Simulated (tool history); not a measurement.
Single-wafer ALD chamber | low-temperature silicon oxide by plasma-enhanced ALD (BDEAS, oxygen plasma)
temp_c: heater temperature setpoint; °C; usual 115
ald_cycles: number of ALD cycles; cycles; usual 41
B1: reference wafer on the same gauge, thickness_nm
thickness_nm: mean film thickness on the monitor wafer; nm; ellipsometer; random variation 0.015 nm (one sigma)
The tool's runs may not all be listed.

{"run": 1, "hour": 0.0, "temp_c": 115, "ald_cycles": 41, "B1": 5.204, "thickness_nm": 5.774}
{"run": 2, "hour": 15.6, "temp_c": 115, "ald_cycles": 41, "B1": 5.193, "thickness_nm": 5.796}
{"run": 3, "hour": 31.8, "temp_c": 115, "ald_cycles": 41, "B1": 5.195, "thickness_nm": 5.781}
{"run": 4, "hour": 58.5, "temp_c": 115, "ald_cycles": 36, "B1": 5.191, "thickness_nm": 5.061}
{"run": 5, "hour": 73.0, "temp_c": 115, "ald_cycles": 41, "B1": 5.192, "thickness_nm": 5.766}
{"run": 6, "hour": 97.6, "temp_c": 115, "ald_cycles": 41, "B1": 5.186, "thickness_nm": 5.772}
{"run": 7, "hour": 126.6, "temp_c": 115, "ald_cycles": 41, "B1": 5.183, "thickness_nm": 5.784}
{"run": 8, "hour": 139.7, "temp_c": 115, "ald_cycles": 41, "B1": 5.182, "thickness_nm": 5.77}
{"run": 9, "hour": 166.3, "temp_c": 115, "ald_cycles": 41, "B1": 5.182, "thickness_nm": 5.762}
{"hour": 175.9, "done": "thermocouple changed; heater temperature recalibrated"}
{"run": 10, "hour": 195.9, "temp_c": 115, "ald_cycles": 41, "B1": 5.184, "thickness_nm": 5.759}
{"hour": 212.6, "done": "gauge calibrated"}
{"run": 11, "hour": 215.9, "temp_c": 128, "ald_cycles": 36, "B1": 5.24, "thickness_nm": 4.969}
{"run": 12, "hour": 310.3, "temp_c": 110, "ald_cycles": 34, "B1": 5.202, "thickness_nm": 4.841}
{"run": 13, "hour": 344.4, "temp_c": 124, "ald_cycles": 35, "B1": 5.191, "thickness_nm": 4.863}
{"run": 14, "hour": 372.4, "temp_c": 115, "ald_cycles": 46, "B1": 5.192, "thickness_nm": 6.478}
{"run": 15, "hour": 385.6, "temp_c": 115, "ald_cycles": 43, "B1": 5.189, "thickness_nm": 6.063}
{"run": 16, "hour": 400.2, "temp_c": 115, "ald_cycles": 41, "B1": 5.185, "thickness_nm": 5.784}
{"run": 17, "hour": 422.0, "temp_c": 115, "ald_cycles": 41, "B1": 5.189, "thickness_nm": 5.774}
{"run": 18, "hour": 448.6, "temp_c": 123, "ald_cycles": 41, "B1": 5.185, "thickness_nm": 5.673}

Forecast each of these 4 alternatives for the next run:
{"run": "A", "hour": 449.1, "temp_c": 115, "ald_cycles": 41, "B1": "?", "thickness_nm": "?"}
{"run": "B", "hour": 449.1, "temp_c": 105, "ald_cycles": 49, "B1": "?", "thickness_nm": "?"}
{"run": "C", "hour": 449.1, "temp_c": 124, "ald_cycles": 47, "B1": "?", "thickness_nm": "?"}
{"run": "D", "hour": 449.1, "temp_c": 128, "ald_cycles": 48, "B1": "?", "thickness_nm": "?"}

run=A B1=5.185 thickness_nm=5.759
run=B B1=5.185 thickness_nm=7.028
run=C B1=5.185 thickness_nm=6.476
run=D B1=5.185 thickness_nm=6.557
Without the tool's hidden state the same runs would have given:
run=A thickness_nm=5.821
run=B thickness_nm=7.104
run=C thickness_nm=6.546
run=D thickness_nm=6.628
